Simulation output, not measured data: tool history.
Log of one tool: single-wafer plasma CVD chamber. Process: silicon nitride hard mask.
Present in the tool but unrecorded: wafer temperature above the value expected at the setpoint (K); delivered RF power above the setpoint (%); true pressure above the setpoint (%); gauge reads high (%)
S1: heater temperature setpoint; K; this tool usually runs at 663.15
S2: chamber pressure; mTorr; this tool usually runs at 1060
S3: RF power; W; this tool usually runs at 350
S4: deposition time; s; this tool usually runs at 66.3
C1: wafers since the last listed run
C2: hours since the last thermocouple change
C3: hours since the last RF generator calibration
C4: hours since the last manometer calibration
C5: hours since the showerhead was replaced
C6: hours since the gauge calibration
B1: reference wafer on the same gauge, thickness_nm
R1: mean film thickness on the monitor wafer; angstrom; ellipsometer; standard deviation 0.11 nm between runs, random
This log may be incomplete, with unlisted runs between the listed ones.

run,day,S1,S2,S3,S4,C1,C2,C3,C4,C5,C6,B1,R1
1,0,663.15,1060,350,66.3,0,2496.9,2018.3,1973.9,6239.5,118.2,69.711,689.19
2,0.517,663.15,1060,350,60.8,283,2509.3,2030.7,1986.3,6251.9,130.6,69.671,631.54
3,1.204,663.15,1060,350,66.3,377,2525.8,2047.2,2002.8,6268.4,147.1,69.692,685.9
4,1.696,663.15,1060,350,66.3,270,2537.6,2059,2014.6,6280.2,158.9,69.705,684.59
5,2.317,663.15,1060,350,66.3,340,2552.5,2073.9,2029.5,6295.1,173.8,69.722,684.66
6,2.983,663.15,1060,350,66.3,366,2568.5,2089.9,2045.5,6311.1,189.8,69.665,685.76
7,3.412,663.15,1060,350,66.3,235,2578.8,2100.2,2055.8,6321.4,200.1,69.722,686.68
8,3.812,663.15,1060,350,66.3,219,2588.4,2109.8,2065.4,6331,209.7,69.69,685.01
9,4.412,663.15,1060,350,66.3,329,2602.8,2124.2,2079.8,6345.4,224.1,69.689,684.83
# day 4.912: gauge calibrated
10,5.712,663.15,1060,350,66.3,713,2634,2155.4,2111,6376.6,19.2,69.688,683.97
11,6.188,663.15,1060,350,66.3,260,2645.4,2166.8,2122.4,6388,30.6,69.69,683.75
12,6.917,663.15,1060,350,66.3,400,2662.9,2184.3,2139.9,6405.5,48.1,69.718,682.38
13,7.242,663.15,1060,350,66.3,178,2670.7,2192.1,2147.7,6413.3,55.9,69.738,683.78
14,7.608,663.15,1060,350,66.3,201,2679.5,2200.9,2156.5,6422.1,64.7,69.677,680.52
# day 8.058: RF generator calibrated
15,8.254,663.15,860,350,66.3,171,2695,4.7,2172,6437.6,80.2,69.711,672.83
16,8.538,663.15,1060,350,66.3,155,2701.8,11.5,2178.8,6444.4,87,69.682,713.17
17,8.808,656.15,1060,400,66.3,148,2708.3,18,2185.3,6450.9,93.5,69.706,772.69
# day 9.604: capacitance manometer re-zeroed and calibrated
18,9.625,663.15,800,375,66.3,265,2727.9,37.6,0.5,6470.5,113.1,69.693,684.14
# day 10.025: thermocouple changed; heater temperature recalibrated
19,10.212,663.15,1060,350,66.3,139,4.5,51.7,14.6,6484.6,127.2,69.72,712.78
20,10.833,663.15,860,350,66.3,340,19.4,66.6,29.5,6499.5,142.1,69.711,673.41
21,11.188,651.15,1200,370,66.3,194,27.9,75.1,38,6508,150.6,69.708,764.48
# day 11.592: showerhead replaced
22,13.346,663.15,1260,350,66.3,1002,79.7,126.9,89.8,42.1,202.4,69.704,747.58
23,14.038,663.15,870,350,58.1,379,96.3,143.5,106.4,58.7,219,69.729,592.34
24,14.588,676.15,800,350,55.4,302,109.5,156.7,119.6,71.9,232.2,69.706,546.79
25,14.967,663.15,1060,350,66.3,208,118.6,165.8,128.7,81,241.3,69.727,715.15
26,15.629,649.15,1060,350,70.9,363,134.5,181.7,144.6,96.9,257.2,69.722,768.94
# day 15.788: gauge calibrated
27,15.938,676.15,830,405,70,169,141.9,189.1,152,104.3,3.6,69.744,757.26

Predict each of these 5 candidate next runs independently; none follows another, all start after run 27:
A,15.954,663.15,1060,350,66.3,9,142.3,189.5,152.4,104.7,4,?,?
B,15.954,650.15,1060,350,78.1,9,142.3,189.5,152.4,104.7,4,?,?
C,15.954,663.15,830,400,66.3,9,142.3,189.5,152.4,104.7,4,?,?
D,15.954,663.15,890,385,66.3,9,142.3,189.5,152.4,104.7,4,?,?
E,15.954,654.15,1060,350,66.3,9,142.3,189.5,152.4,104.7,4,?,?

run,B1,R1
A,69.716,712.9
B,69.716,843.56
C,69.716,717.4
D,69.716,716.95
E,69.716,715.24
What these runs would have given with no unlogged condition in the tool:
run,R1
A,715.84
B,847.04
C,720.14
D,719.91
E,718.19

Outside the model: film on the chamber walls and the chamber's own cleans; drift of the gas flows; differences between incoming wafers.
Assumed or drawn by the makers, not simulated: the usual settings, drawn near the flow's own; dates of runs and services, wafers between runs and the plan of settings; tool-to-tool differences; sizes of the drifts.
